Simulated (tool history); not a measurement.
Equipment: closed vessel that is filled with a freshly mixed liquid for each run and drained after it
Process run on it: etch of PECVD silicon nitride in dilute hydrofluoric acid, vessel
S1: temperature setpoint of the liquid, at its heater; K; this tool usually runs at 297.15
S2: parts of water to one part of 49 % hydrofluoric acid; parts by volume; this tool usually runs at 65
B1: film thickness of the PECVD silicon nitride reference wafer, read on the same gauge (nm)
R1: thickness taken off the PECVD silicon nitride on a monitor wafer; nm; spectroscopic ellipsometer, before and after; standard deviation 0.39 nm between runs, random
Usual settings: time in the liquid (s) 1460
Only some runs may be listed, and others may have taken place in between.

{"run": 1, "hour": 0.0, "S1": 297.15, "S2": 65, "time in the liquid (s)": 1460, "B1": 140.02, "R1": 49.04}
{"run": 2, "hour": 22.5, "S1": 297.15, "S2": 65, "time in the liquid (s)": 1460, "B1": 140.02, "R1": 49.18}
{"run": 3, "hour": 56.7, "S1": 297.15, "S2": 65, "time in the liquid (s)": 1460, "B1": 139.98, "R1": 49.64}
{"run": 4, "hour": 92.3, "S1": 298.15, "S2": 65, "time in the liquid (s)": 1460, "B1": 139.96, "R1": 52.63}
{"run": 5, "hour": 104.9, "S1": 297.15, "S2": 65, "time in the liquid (s)": 1460, "B1": 140.01, "R1": 48.86}
{"run": 6, "hour": 119.7, "S1": 297.15, "S2": 65, "time in the liquid (s)": 1460, "B1": 139.99, "R1": 48.36}
{"run": 7, "hour": 148.4, "S1": 293.15, "S2": 65, "time in the liquid (s)": 1460, "B1": 139.98, "R1": 37.23}
{"run": 8, "hour": 172.6, "S1": 293.15, "S2": 65, "time in the liquid (s)": 1460, "B1": 139.97, "R1": 36.89}
{"run": 9, "hour": 194.0, "S1": 293.15, "S2": 65, "time in the liquid (s)": 1460, "B1": 140.02, "R1": 37.18}
{"run": 10, "hour": 269.7, "S1": 297.15, "S2": 65, "time in the liquid (s)": 1460, "B1": 140, "R1": 47.51}
{"run": 11, "hour": 304.0, "S1": 297.15, "S2": 65, "time in the liquid (s)": 1460, "B1": 140, "R1": 48.48}
{"run": 12, "hour": 333.5, "S1": 297.15, "S2": 65, "time in the liquid (s)": 1460, "B1": 140.06, "R1": 47.64}
{"run": 13, "hour": 354.8, "S1": 297.15, "S2": 65, "time in the liquid (s)": 1460, "B1": 139.98, "R1": 48.12}
{"hour": 371.5, "done": "thermometer replaced"}
{"run": 14, "hour": 380.7, "S1": 297.15, "S2": 65, "time in the liquid (s)": 1050, "B1": 140, "R1": 34.47}
{"run": 15, "hour": 394.9, "S1": 301.15, "S2": 85, "time in the liquid (s)": 950, "B1": 139.98, "R1": 30.73}
{"run": 16, "hour": 474.9, "S1": 297.15, "S2": 65, "time in the liquid (s)": 1460, "B1": 140.03, "R1": 47.23}
{"run": 17, "hour": 494.5, "S1": 293.65, "S2": 55, "time in the liquid (s)": 1460, "B1": 140.01, "R1": 43.3}
{"run": 18, "hour": 525.0, "S1": 295.65, "S2": 75, "time in the liquid (s)": 815, "B1": 140, "R1": 20.51}
{"run": 19, "hour": 538.8, "S1": 297.15, "S2": 65, "time in the liquid (s)": 1460, "B1": 140, "R1": 46.36}
{"run": 20, "hour": 555.5, "S1": 297.15, "S2": 45, "time in the liquid (s)": 1460, "B1": 140.03, "R1": 66.96}
{"run": 21, "hour": 586.2, "S1": 294.15, "S2": 75, "time in the liquid (s)": 1460, "B1": 139.96, "R1": 32.8}
{"hour": 592.8, "done": "gauge calibrated"}
{"run": 22, "hour": 601.7, "S1": 295.15, "S2": 95, "time in the liquid (s)": 1820, "B1": 139.98, "R1": 35.11}
{"hour": 619.5, "done": "hydrofluoric acid flow meter replaced"}
{"run": 23, "hour": 634.1, "S1": 301.15, "S2": 65, "time in the liquid (s)": 1140, "B1": 140.01, "R1": 51.63}
{"run": 24, "hour": 654.5, "S1": 299.65, "S2": 65, "time in the liquid (s)": 965, "B1": 140, "R1": 39.51}
{"run": 25, "hour": 674.3, "S1": 297.15, "S2": 65, "time in the liquid (s)": 710, "B1": 139.95, "R1": 24.93}
{"run": 26, "hour": 688.0, "S1": 297.15, "S2": 85, "time in the liquid (s)": 2120, "B1": 140.01, "R1": 55.64}
{"run": 27, "hour": 700.8, "S1": 297.15, "S2": 75, "time in the liquid (s)": 630, "B1": 139.98, "R1": 18.86}
{"run": 28, "hour": 728.0, "S1": 295.65, "S2": 90, "time in the liquid (s)": 1460, "B1": 140.04, "R1": 33.41}
{"run": 29, "hour": 751.5, "S1": 293.15, "S2": 95, "time in the liquid (s)": 1460, "B1": 140.03, "R1": 26.83}
{"run": 30, "hour": 767.5, "S1": 299.65, "S2": 65, "time in the liquid (s)": 1460, "B1": 140.02, "R1": 59.5}
{"run": 31, "hour": 792.6, "S1": 297.15, "S2": 80, "time in the liquid (s)": 2160, "B1": 140, "R1": 60.91}
{"run": 32, "hour": 826.7, "S1": 297.15, "S2": 65, "time in the liquid (s)": 1460, "B1": 139.99, "R1": 50.35}

Below, each run's measurement less what the same run would have read without the hidden state. Both values contain the same run-to-run variation, but the gauge's scatter may not be the same in both:
Hidden state present: liquid hotter than its thermometer reads (K); hydrofluoric acid flow below the setpoint (%); gauge reads high (%).
run=1 R1=-1.72
run=2 R1=-1.85
run=3 R1=-2.03
run=4 R1=-2.33
run=5 R1=-2.23
run=6 R1=-2.28
run=7 R1=-1.84
run=8 R1=-1.92
run=9 R1=-2.02
run=10 R1=-2.96
run=11 R1=-3.2
run=12 R1=-3.28
run=13 R1=-3.43
run=14 R1=-2.55
run=15 R1=-2.35
run=16 R1=-3.97
run=17 R1=-3.7
run=18 R1=-1.83
run=19 R1=-4.21
run=20 R1=-6.16
run=21 R1=-3.14
run=22 R1=-3.42
run=23 R1=-0.11
run=24 R1=-0.15
run=25 R1=-0.14
run=26 R1=-0.38
run=27 R1=-0.16
run=28 R1=-0.36
run=29 R1=-0.34
run=30 R1=-0.85
run=31 R1=-1.01
run=32 R1=-1
